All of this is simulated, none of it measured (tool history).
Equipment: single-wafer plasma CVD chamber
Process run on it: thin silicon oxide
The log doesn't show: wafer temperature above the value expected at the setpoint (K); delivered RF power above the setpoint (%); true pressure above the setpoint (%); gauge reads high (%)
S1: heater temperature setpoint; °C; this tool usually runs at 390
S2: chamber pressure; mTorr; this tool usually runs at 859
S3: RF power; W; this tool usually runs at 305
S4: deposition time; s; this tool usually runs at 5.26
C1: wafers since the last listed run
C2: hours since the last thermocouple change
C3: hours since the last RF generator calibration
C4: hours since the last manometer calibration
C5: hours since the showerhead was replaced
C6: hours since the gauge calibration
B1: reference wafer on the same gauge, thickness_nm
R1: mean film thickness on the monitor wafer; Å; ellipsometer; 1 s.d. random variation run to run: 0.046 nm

{"run": 1, "hour": 0.0, "S1": 390, "S2": 859, "S3": 305, "S4": 5.26, "C1": 0, "C2": 1151.2, "C3": 1698.3, "C4": 47.3, "C5": 298.1, "C6": 311.6, "B1": 9.906, "R1": 102.77}
{"hour": 11.9, "done": "RF generator calibrated"}
{"run": 2, "hour": 56.4, "S1": 390, "S2": 859, "S3": 305, "S4": 4.6, "C1": 1226, "C2": 1207.6, "C3": 44.5, "C4": 103.7, "C5": 354.5, "C6": 368, "B1": 9.898, "R1": 88.81}
{"run": 3, "hour": 86.4, "S1": 390, "S2": 859, "S3": 305, "S4": 4.6, "C1": 760, "C2": 1237.6, "C3": 74.5, "C4": 133.7, "C5": 384.5, "C6": 398, "B1": 9.902, "R1": 88.78}
{"hour": 114.2, "done": "thermocouple changed; heater temperature recalibrated"}
{"run": 4, "hour": 153.1, "S1": 390, "S2": 859, "S3": 305, "S4": 4.61, "C1": 1487, "C2": 38.9, "C3": 141.2, "C4": 200.4, "C5": 451.2, "C6": 464.7, "B1": 9.899, "R1": 88.74}
{"run": 5, "hour": 205.9, "S1": 399, "S2": 859, "S3": 250, "S4": 6.19, "C1": 1337, "C2": 91.7, "C3": 194, "C4": 253.2, "C5": 504, "C6": 517.5, "B1": 9.905, "R1": 112.97}
{"run": 6, "hour": 244.1, "S1": 390, "S2": 707, "S3": 305, "S4": 5.26, "C1": 967, "C2": 129.9, "C3": 232.2, "C4": 291.4, "C5": 542.2, "C6": 555.7, "B1": 9.904, "R1": 81.17}
{"run": 7, "hour": 298.7, "S1": 390, "S2": 859, "S3": 305, "S4": 5.26, "C1": 1383, "C2": 184.5, "C3": 286.8, "C4": 346, "C5": 596.8, "C6": 610.3, "B1": 9.897, "R1": 101.15}
{"run": 8, "hour": 338.7, "S1": 390, "S2": 859, "S3": 340, "S4": 5.58, "C1": 1013, "C2": 224.5, "C3": 326.8, "C4": 386, "C5": 636.8, "C6": 650.3, "B1": 9.91, "R1": 109.65}
{"run": 9, "hour": 407.0, "S1": 390, "S2": 859, "S3": 305, "S4": 5.26, "C1": 1730, "C2": 292.8, "C3": 395.1, "C4": 454.3, "C5": 705.1, "C6": 718.6, "B1": 9.894, "R1": 100.69}
{"run": 10, "hour": 455.6, "S1": 390, "S2": 859, "S3": 275, "S4": 6.13, "C1": 1231, "C2": 341.4, "C3": 443.7, "C4": 502.9, "C5": 753.7, "C6": 767.2, "B1": 9.901, "R1": 115.34}
{"run": 11, "hour": 505.6, "S1": 390, "S2": 951, "S3": 305, "S4": 4.46, "C1": 1266, "C2": 391.4, "C3": 493.7, "C4": 552.9, "C5": 803.7, "C6": 817.2, "B1": 9.904, "R1": 94.06}
{"hour": 549.9, "done": "RF generator calibrated, repeated, since the last time left the tool worse"}
{"run": 12, "hour": 550.9, "S1": 390, "S2": 941, "S3": 305, "S4": 5.82, "C1": 944, "C2": 436.7, "C3": 1, "C4": 598.2, "C5": 849, "C6": 862.5, "B1": 9.895, "R1": 124.64}
{"run": 13, "hour": 604.4, "S1": 390, "S2": 668, "S3": 340, "S4": 5.26, "C1": 1355, "C2": 490.2, "C3": 54.5, "C4": 651.7, "C5": 902.5, "C6": 916, "B1": 9.902, "R1": 79.59}
{"run": 14, "hour": 651.4, "S1": 390, "S2": 952, "S3": 305, "S4": 5.26, "C1": 1190, "C2": 537.2, "C3": 101.5, "C4": 698.7, "C5": 949.5, "C6": 963, "B1": 9.893, "R1": 114.14}
{"run": 15, "hour": 767.5, "S1": 390, "S2": 859, "S3": 305, "S4": 5.26, "C1": 2941, "C2": 653.3, "C3": 217.6, "C4": 814.8, "C5": 1065.6, "C6": 1079.1, "B1": 9.898, "R1": 103.88}
{"run": 16, "hour": 803.5, "S1": 396, "S2": 859, "S3": 245, "S4": 5.26, "C1": 912, "C2": 689.3, "C3": 253.6, "C4": 850.8, "C5": 1101.6, "C6": 1115.1, "B1": 9.905, "R1": 98.97}
{"run": 17, "hour": 860.9, "S1": 390, "S2": 859, "S3": 305, "S4": 5.26, "C1": 1454, "C2": 746.7, "C3": 311, "C4": 908.2, "C5": 1159, "C6": 1172.5, "B1": 9.899, "R1": 103.08}
{"run": 18, "hour": 902.6, "S1": 390, "S2": 859, "S3": 305, "S4": 5.26, "C1": 1056, "C2": 788.4, "C3": 352.7, "C4": 949.9, "C5": 1200.7, "C6": 1214.2, "B1": 9.906, "R1": 103.64}
{"run": 19, "hour": 933.9, "S1": 390, "S2": 859, "S3": 305, "S4": 4.96, "C1": 792, "C2": 819.7, "C3": 384, "C4": 981.2, "C5": 1232, "C6": 1245.5, "B1": 9.899, "R1": 96.65}
{"run": 20, "hour": 966.9, "S1": 390, "S2": 859, "S3": 305, "S4": 5.26, "C1": 836, "C2": 852.7, "C3": 417, "C4": 1014.2, "C5": 1265, "C6": 1278.5, "B1": 9.906, "R1": 103.37}
{"run": 21, "hour": 1134.7, "S1": 390, "S2": 859, "S3": 305, "S4": 4.72, "C1": 4251, "C2": 1020.5, "C3": 584.8, "C4": 1182, "C5": 1432.8, "C6": 1446.3, "B1": 9.904, "R1": 93.16}
{"hour": 1180.7, "done": "thermocouple changed; heater temperature recalibrated"}
{"run": 22, "hour": 1192.2, "S1": 397, "S2": 670, "S3": 320, "S4": 6.05, "C1": 1254, "C2": 11.5, "C3": 642.3, "C4": 1239.5, "C5": 1490.3, "C6": 1503.8, "B1": 9.901, "R1": 90.31}
{"hour": 1258.3, "done": "capacitance manometer re-zeroed and calibrated"}
{"run": 23, "hour": 1285.4, "S1": 390, "S2": 763, "S3": 305, "S4": 5.26, "C1": 2158, "C2": 104.7, "C3": 735.5, "C4": 27.1, "C5": 1583.5, "C6": 1597, "B1": 9.898, "R1": 91.37}
{"run": 24, "hour": 1344.1, "S1": 390, "S2": 859, "S3": 305, "S4": 5.26, "C1": 1487, "C2": 163.4, "C3": 794.2, "C4": 85.8, "C5": 1642.2, "C6": 1655.7, "B1": 9.904, "R1": 103.17}
{"run": 25, "hour": 1394.9, "S1": 386, "S2": 859, "S3": 305, "S4": 5.26, "C1": 1286, "C2": 214.2, "C3": 845, "C4": 136.6, "C5": 1693, "C6": 1706.5, "B1": 9.894, "R1": 103.36}
{"run": 26, "hour": 1460.9, "S1": 390, "S2": 859, "S3": 305, "S4": 5.26, "C1": 1672, "C2": 280.2, "C3": 911, "C4": 202.6, "C5": 1759, "C6": 1772.5, "B1": 9.89, "R1": 103.19}
{"run": 27, "hour": 1526.4, "S1": 390, "S2": 859, "S3": 355, "S4": 5.26, "C1": 1659, "C2": 345.7, "C3": 976.5, "C4": 268.1, "C5": 1824.5, "C6": 1838, "B1": 9.904, "R1": 107.13}

Entry by entry between the runs, the difference in hidden state between the last listed run before and the first listed run after:
From run 1 to run 2: RF generator calibrated (hour 11.9)
  delivered RF power above the setpoint (%): -5.71 -> -9.85
  the result without the hidden state subtracted from the measured one, R1: -1.44 -> -2.2 Å
From run 3 to run 4: thermocouple changed; heater temperature recalibrated (hour 114.2)
  delivered RF power above the setpoint (%): -9.85 -> -9.88
  the result without the hidden state subtracted from the measured one, R1: -2.2 -> -2.21 Å
From run 11 to run 12: RF generator calibrated, repeated, since the last time left the tool worse (hour 549.9)
  delivered RF power above the setpoint (%): -10.3 -> -0.425
  the result without the hidden state subtracted from the measured one, R1: -2.45 -> -0.12 Å
From run 21 to run 22: thermocouple changed; heater temperature recalibrated (hour 1180.7)
  delivered RF power above the setpoint (%): -1.08 -> -1.22
  the result without the hidden state subtracted from the measured one, R1: -0.24 -> -0.25 Å
From run 22 to run 23: capacitance manometer re-zeroed and calibrated (hour 1258.3)
  delivered RF power above the setpoint (%): -1.22 -> -1.46
  the result without the hidden state subtracted from the measured one, R1: -0.25 -> -0.3 Å

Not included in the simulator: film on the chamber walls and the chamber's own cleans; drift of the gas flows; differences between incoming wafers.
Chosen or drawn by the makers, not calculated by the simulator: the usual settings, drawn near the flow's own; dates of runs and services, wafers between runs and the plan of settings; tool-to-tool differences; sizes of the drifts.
